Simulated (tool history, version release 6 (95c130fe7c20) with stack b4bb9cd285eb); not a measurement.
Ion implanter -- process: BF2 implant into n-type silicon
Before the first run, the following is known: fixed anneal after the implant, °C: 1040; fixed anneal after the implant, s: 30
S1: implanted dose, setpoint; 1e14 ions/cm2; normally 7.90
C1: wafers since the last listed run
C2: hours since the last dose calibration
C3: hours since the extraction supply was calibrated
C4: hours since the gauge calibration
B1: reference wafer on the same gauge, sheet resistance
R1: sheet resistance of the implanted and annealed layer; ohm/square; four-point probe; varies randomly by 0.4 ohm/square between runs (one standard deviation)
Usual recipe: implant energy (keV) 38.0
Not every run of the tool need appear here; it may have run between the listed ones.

Run 1, day 0.000: usual settings but S1 6.89 1e14 ions/cm2; C1 0; C2 69.9; C3 5229.2; C4 324.5; B1 164.96. Result: R1 162.54 ohm/square.
Run 2, day 1.025: usual settings; C1 571; C2 94.5; C3 5253.8; C4 349.1; B1 165.03. Result: R1 143.73 ohm/square.
Run 3, day 1.621: usual settings; C1 332; C2 108.8; C3 5268.1; C4 363.4; B1 164.96. Result: R1 143.36 ohm/square.
Run 4, day 2.854: usual settings; C1 687; C2 138.4; C3 5297.7; C4 393.0; B1 165.11. Result: R1 143.69 ohm/square.
Run 5, day 3.462: usual settings; C1 339; C2 153.0; C3 5312.3; C4 407.6; B1 164.99. Result: R1 144.02 ohm/square.
Run 6, day 4.812: usual settings; C1 752; C2 185.4; C3 5344.7; C4 440.0; B1 165.04. Result: R1 143.14 ohm/square.
Run 7, day 5.458: usual settings; C1 360; C2 200.9; C3 5360.2; C4 455.5; B1 165.11. Result: R1 142.86 ohm/square.
Run 8, day 9.671: usual settings but implant energy (keV) 41.5; C1 2348; C2 302.0; C3 5461.3; C4 556.6; B1 164.78. Result: R1 142.79 ohm/square.
Run 9, day 10.942: usual settings but implant energy (keV) 32.0; C1 708; C2 332.5; C3 5491.8; C4 587.1; B1 165.13. Result: R1 147.39 ohm/square.
Run 10, day 15.012: usual settings but implant energy (keV) 32.0; C1 2269; C2 430.2; C3 5589.5; C4 684.8; B1 164.76. Result: R1 147.64 ohm/square.
Run 11, day 16.071: usual settings but implant energy (keV) 32.0; C1 590; C2 455.6; C3 5614.9; C4 710.2; B1 165.04. Result: R1 148.18 ohm/square.
Run 12, day 16.667: usual settings; C1 332; C2 469.9; C3 5629.2; C4 724.5; B1 164.88. Result: R1 145.07 ohm/square.
Run 13, day 17.379: usual settings; C1 397; C2 487.0; C3 5646.3; C4 741.6; B1 165.14. Result: R1 145.01 ohm/square.
Run 14, day 18.171: usual settings; C1 441; C2 506.0; C3 5665.3; C4 760.6; B1 165.08. Result: R1 146.15 ohm/square.
Run 15, day 19.154: usual settings but implant energy (keV) 42.5; C1 548; C2 529.6; C3 5688.9; C4 784.2; B1 165.11. Result: R1 143.85 ohm/square.
Run 16, day 20.300: usual settings but implant energy (keV) 42.5; C1 638; C2 557.1; C3 5716.4; C4 811.7; B1 165.15. Result: R1 143.67 ohm/square.
Run 17, day 21.746: usual settings but S1 8.79 1e14 ions/cm2, implant energy (keV) 43.0; C1 806; C2 591.8; C3 5751.1; C4 846.4; B1 164.97. Result: R1 131.28 ohm/square.
Run 18, day 22.642: usual settings but implant energy (keV) 48.5; C1 499; C2 613.3; C3 5772.6; C4 867.9; B1 164.70. Result: R1 143.10 ohm/square.
Run 19, day 23.558: usual settings but S1 8.93 1e14 ions/cm2, implant energy (keV) 47.0; C1 511; C2 635.3; C3 5794.6; C4 889.9; B1 165.03. Result: R1 128.77 ohm/square.
Run 20, day 25.029: usual settings but S1 7.22 1e14 ions/cm2, implant energy (keV) 44.5; C1 820; C2 670.6; C3 5829.9; C4 925.2; B1 164.92. Result: R1 157.04 ohm/square.
Run 21, day 25.733: usual settings but S1 9.76 1e14 ions/cm2, implant energy (keV) 50.0; C1 392; C2 687.5; C3 5846.8; C4 942.1; B1 164.93. Result: R1 118.97 ohm/square.
At day 26.288: extraction supply calibrated.
Run 22, day 26.579: usual settings but implant energy (keV) 46.5; C1 285; C2 707.8; C3 7.0; C4 962.4; B1 164.99. Result: R1 144.19 ohm/square.

Estimate the outcome of run 23 from the log above:
Run 23, day 27.271: usual settings but S1 9.84 1e14 ions/cm2, implant energy (keV) 34.0; C1 385; C2 724.4; C3 23.6; C4 979.0; B1 ?. Result: R1 ?.

B1: 165.06
R1: 124.62 ohm/square
The same run, on a tool lacking any hidden state, would have yielded R1 122.17 ohm/square.
